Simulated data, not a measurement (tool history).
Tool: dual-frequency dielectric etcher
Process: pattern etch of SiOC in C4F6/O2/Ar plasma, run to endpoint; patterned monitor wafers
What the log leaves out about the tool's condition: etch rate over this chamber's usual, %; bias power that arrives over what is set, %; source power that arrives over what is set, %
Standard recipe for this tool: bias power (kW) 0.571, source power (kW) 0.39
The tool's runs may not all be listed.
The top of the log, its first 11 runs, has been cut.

run	hour	bias power (kW)	source power (kW)	wafers since the last listed run	hours since the last wet clean	hours since the last bias power generator calibration	hours since the last source power generator calibration	hours since the last upper electrode change	incoming incoming film thickness, nm	endpoint time (s)
12	161.2	0.571	0.39	297	443	2987.5	46.6	20.2	26.79	9.1
13	177.1	0.571	0.39	297	458.9	3003.4	62.5	36.1	26.61	9
14	183.8	0.571	0.33	125	465.6	3010.1	69.2	42.8	26.6	9.4
15	193.1	0.571	0.39	174	474.9	3019.4	78.5	52.1	26.87	9.2
16	209.1	0.571	0.39	299	490.9	3035.4	94.5	68.1	26.58	9
17	215.8	0.617	0.39	125	497.6	3042.1	101.2	74.8	26.58	8.9
# hour 245.2: wet clean of the chamber
18	245.7	0.571	0.32	110	0.5	3072	131.1	104.7	26.75	9.3
19	246	0.704	0.35	5	0.8	3072.3	131.4	105	26.76	8.7
20	246.3	0.571	0.39	5	1.1	3072.6	131.7	105.3	26.94	8.8
21	248.3	0.571	0.39	37	3.1	3074.6	133.7	107.3	26.68	8.8
# hour 252.6: bias power generator calibrated
22	262.4	0.446	0.29	188	17.2	9.8	147.8	121.4	26.81	9.8
23	268.7	0.571	0.39	117	23.5	16.1	154.1	127.7	26.85	8.9

What will run 24 give?
24	277.1	0.571	0.39	157	31.9	24.5	162.5	136.1	26.53	?

Run 24 came out at endpoint time (s) 8.8.
Had the tool carried no hidden state, the very same run would have given endpoint time (s) 8.7.
